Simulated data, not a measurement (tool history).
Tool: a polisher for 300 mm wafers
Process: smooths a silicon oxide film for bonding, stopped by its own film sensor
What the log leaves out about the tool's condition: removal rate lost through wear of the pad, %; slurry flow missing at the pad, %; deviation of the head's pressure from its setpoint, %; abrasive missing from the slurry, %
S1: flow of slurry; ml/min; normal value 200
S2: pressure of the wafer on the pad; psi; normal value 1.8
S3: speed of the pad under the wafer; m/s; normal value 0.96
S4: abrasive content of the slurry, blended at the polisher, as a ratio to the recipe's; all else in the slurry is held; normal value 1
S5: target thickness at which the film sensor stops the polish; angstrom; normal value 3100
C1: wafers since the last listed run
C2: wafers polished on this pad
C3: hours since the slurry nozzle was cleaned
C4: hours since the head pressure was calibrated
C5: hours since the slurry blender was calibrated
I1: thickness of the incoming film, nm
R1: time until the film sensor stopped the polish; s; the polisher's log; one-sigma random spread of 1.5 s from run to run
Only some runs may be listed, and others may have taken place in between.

run	hour	S1	S2	S3	S4	S5	C1	C2	C3	C4	C5	I1	R1
1	0	200	1.8	0.96	1.2	3100	0	317	383.3	1513.2	102.1	357.9	89.3
2	6.2	200	1.8	0.96	1.2	3100	34	352	389.5	1519.4	108.3	361.9	96.2
3	12.3	200	1.8	0.96	1	3100	33	386	395.6	1525.5	114.4	363.3	111.1
# hour 21.2: slurry blender recalibrated
4	21.7	200	1.8	0.96	1	3100	41	427	405	1534.9	0.5	357.3	86.2
5	28	200	1.8	0.96	1	3100	35	462	411.3	1541.2	6.8	357.7	89.3
6	36.4	200	1.8	0.76	1	2970	46	509	419.7	1549.6	15.2	365.3	158.2
7	45.2	200	1.8	0.76	1	2970	48	558	428.5	1558.4	24	359.2	143.3
# hour 58.7: worn pad replaced by a new one
8	59.2	200	1.8	0.76	1	2970	55	2	442.5	1572.4	38	363.6	156.3
9	72.6	200	1.8	0.96	0.9	3100	74	77	455.9	1585.8	51.4	358.8	103.9
10	85.1	200	1.8	0.96	0.75	3100	69	146	468.4	1598.3	63.9	360.9	124.1
11	96.8	200	1.8	0.96	1	3100	65	212	480.1	1610	75.6	354.6	89.9
12	105.5	200	1.8	0.96	1	3100	48	260	488.8	1618.7	84.3	357.7	94.5
# hour 115.1: head pressure recalibrated
# hour 115.3: slurry nozzle cleaned
13	121	165	1.8	0.96	1.15	3100	73	334	5.7	5.9	99.8	356	90
14	129.8	200	1.8	0.76	1.2	3100	48	383	14.5	14.7	108.6	355.2	103.1
# hour 132.1: slurry blender recalibrated
15	146.5	165	1.8	0.76	1	2990	81	465	31.2	31.4	14.4	364.3	151
16	156.3	200	2.3	1.04	1.2	3100	54	519	41	41.2	24.2	359.6	66.4
17	163.4	200	1.8	0.96	1	3100	39	559	48.1	48.3	31.3	356.9	91
# hour 170.6: worn pad replaced by a new one
18	178.6	235	1.8	0.96	0.9	3050	62	44	63.3	63.5	46.5	360.2	115
19	187.5	200	1.8	0.96	1	3100	49	93	72.2	72.4	55.4	355.8	91.9

Forecast each of these 3 alternatives for the next run:
A	187.9	200	1.8	1.16	1	3100	2	96	72.6	72.8	55.8	362.7	?
B	187.9	200	1.8	0.96	1	2950	2	96	72.6	72.8	55.8	362.7	?
C	187.9	150	1.8	0.96	1	3100	2	96	72.6	72.8	55.8	362.7	?

run	R1
A	92.6
B	138.5
C	113.3
Without the tool's unlogged condition, the same runs would have read:
run	R1
A	83
B	124
C	101.4
